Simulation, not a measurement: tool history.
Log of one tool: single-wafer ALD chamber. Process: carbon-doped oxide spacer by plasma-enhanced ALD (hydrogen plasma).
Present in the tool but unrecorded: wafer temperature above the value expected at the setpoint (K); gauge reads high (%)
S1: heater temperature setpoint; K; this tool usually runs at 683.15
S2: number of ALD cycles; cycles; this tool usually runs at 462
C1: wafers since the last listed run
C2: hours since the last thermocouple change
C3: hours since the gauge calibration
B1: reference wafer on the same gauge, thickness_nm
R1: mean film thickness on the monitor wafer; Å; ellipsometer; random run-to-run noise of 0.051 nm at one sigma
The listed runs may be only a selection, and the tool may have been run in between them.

run 1 hour=0 | S1=683.15 S2=462 | C1=0 C2=865.5 C3=473.1 | B1=19.508 | R1=204.88
run 2 hour=36.2 | S1=683.15 S2=462 | C1=41 C2=901.7 C3=509.3 | B1=19.504 | R1=203.99
run 3 hour=72.2 | S1=683.15 S2=462 | C1=41 C2=937.7 C3=545.3 | B1=19.487 | R1=204.43
run 4 hour=248.6 | S1=683.15 S2=462 | C1=203 C2=1114.1 C3=721.7 | B1=19.498 | R1=204.72
run 5 hour=339.7 | S1=683.15 S2=462 | C1=105 C2=1205.2 C3=812.8 | B1=19.498 | R1=203.92
run 6 hour=384.2 | S1=683.15 S2=462 | C1=51 C2=1249.7 C3=857.3 | B1=19.503 | R1=204
run 7 hour=437.6 | S1=683.15 S2=462 | C1=61 C2=1303.1 C3=910.7 | B1=19.501 | R1=204.56
run 8 hour=533 | S1=683.15 S2=462 | C1=110 C2=1398.5 C3=1006.1 | B1=19.528 | R1=205.15
run 9 hour=582 | S1=683.15 S2=462 | C1=56 C2=1447.5 C3=1055.1 | B1=19.512 | R1=203.86
run 10 hour=646.8 | S1=683.15 S2=462 | C1=74 C2=1512.3 C3=1119.9 | B1=19.47 | R1=204.42
run 11 hour=720.6 | S1=683.15 S2=462 | C1=85 C2=1586.1 C3=1193.7 | B1=19.498 | R1=204.54
run 12 hour=812 | S1=683.15 S2=462 | C1=105 C2=1677.5 C3=1285.1 | B1=19.494 | R1=204.24
run 13 hour=852.2 | S1=673.15 S2=462 | C1=46 C2=1717.7 C3=1325.3 | B1=19.49 | R1=210.39
run 14 hour=937.9 | S1=673.15 S2=462 | C1=99 C2=1803.4 C3=1411 | B1=19.504 | R1=210.62
-- hour=950.7 thermocouple changed; heater temperature recalibrated
run 15 hour=988.4 | S1=673.15 S2=462 | C1=49 C2=37.7 C3=1461.5 | B1=19.486 | R1=212.11
run 16 hour=1093.7 | S1=683.15 S2=462 | C1=121 C2=143 C3=1566.8 | B1=19.5 | R1=205.76
run 17 hour=1190.4 | S1=683.15 S2=462 | C1=111 C2=239.7 C3=1663.5 | B1=19.485 | R1=205.36
run 18 hour=1267.7 | S1=674.15 S2=462 | C1=89 C2=317 C3=1740.8 | B1=19.494 | R1=211.5
run 19 hour=1358.7 | S1=676.15 S2=422 | C1=105 C2=408 C3=1831.8 | B1=19.486 | R1=192.31
run 20 hour=1409.4 | S1=696.15 S2=541 | C1=58 C2=458.7 C3=1882.5 | B1=19.508 | R1=229.86
run 21 hour=1451.2 | S1=698.15 S2=505 | C1=48 C2=500.5 C3=1924.3 | B1=19.509 | R1=212.71
run 22 hour=1510.3 | S1=675.15 S2=490 | C1=68 C2=559.6 C3=1983.4 | B1=19.51 | R1=222.37
-- hour=1518.3 gauge calibrated
run 23 hour=1601.8 | S1=697.15 S2=426 | C1=105 C2=651.1 C3=83.5 | B1=19.497 | R1=179.99
run 24 hour=1683 | S1=693.15 S2=428 | C1=93 C2=732.3 C3=164.7 | B1=19.53 | R1=183.71
run 25 hour=1719.4 | S1=676.15 S2=547 | C1=42 C2=768.7 C3=201.1 | B1=19.511 | R1=248.48
run 26 hour=1782.6 | S1=693.15 S2=462 | C1=73 C2=831.9 C3=264.3 | B1=19.49 | R1=199.09
run 27 hour=1839.2 | S1=683.15 S2=462 | C1=65 C2=888.5 C3=320.9 | B1=19.508 | R1=206.05
run 28 hour=1936.2 | S1=689.15 S2=509 | C1=112 C2=985.5 C3=417.9 | B1=19.492 | R1=221.88
run 29 hour=2109.1 | S1=692.15 S2=502 | C1=199 C2=1158.4 C3=590.8 | B1=19.495 | R1=215.35
run 30 hour=2419.1 | S1=683.15 S2=462 | C1=358 C2=1468.4 C3=900.8 | B1=19.511 | R1=204.58
run 31 hour=2524.6 | S1=683.15 S2=415 | C1=121 C2=1573.9 C3=1006.3 | B1=19.519 | R1=183.64
run 32 hour=2571.2 | S1=671.15 S2=536 | C1=53 C2=1620.5 C3=1052.9 | B1=19.488 | R1=245.87
run 33 hour=2643.7 | S1=683.15 S2=462 | C1=83 C2=1693 C3=1125.4 | B1=19.519 | R1=202.87
run 34 hour=2689.9 | S1=687.15 S2=508 | C1=53 C2=1739.2 C3=1171.6 | B1=19.499 | R1=220.27
-- hour=2702.7 thermocouple changed; heater temperature recalibrated
run 35 hour=2733.3 | S1=689.15 S2=497 | C1=40 C2=30.6 C3=1215 | B1=19.507 | R1=216.99

Hidden state, per run?
gauge reads high (%): 0 across all the runs
H1: wafer temperature above the value expected at the setpoint (K)
run=1 H1=1.77
run=2 H1=1.84
run=3 H1=1.9
run=4 H1=2.22
run=5 H1=2.38
run=6 H1=2.46
run=7 H1=2.55
run=8 H1=2.72
run=9 H1=2.81
run=10 H1=2.93
run=11 H1=3.06
run=12 H1=3.22
run=13 H1=3.29
run=14 H1=3.45
run=15 H1=0.15
run=16 H1=0.337
run=17 H1=0.51
run=18 H1=0.648
run=19 H1=0.81
run=20 H1=0.901
run=21 H1=0.976
run=22 H1=1.08
run=23 H1=1.24
run=24 H1=1.39
run=25 H1=1.45
run=26 H1=1.57
run=27 H1=1.67
run=28 H1=1.84
run=29 H1=2.15
run=30 H1=2.7
run=31 H1=2.89
run=32 H1=2.97
run=33 H1=3.1
run=34 H1=3.19
run=35 H1=-0.0721
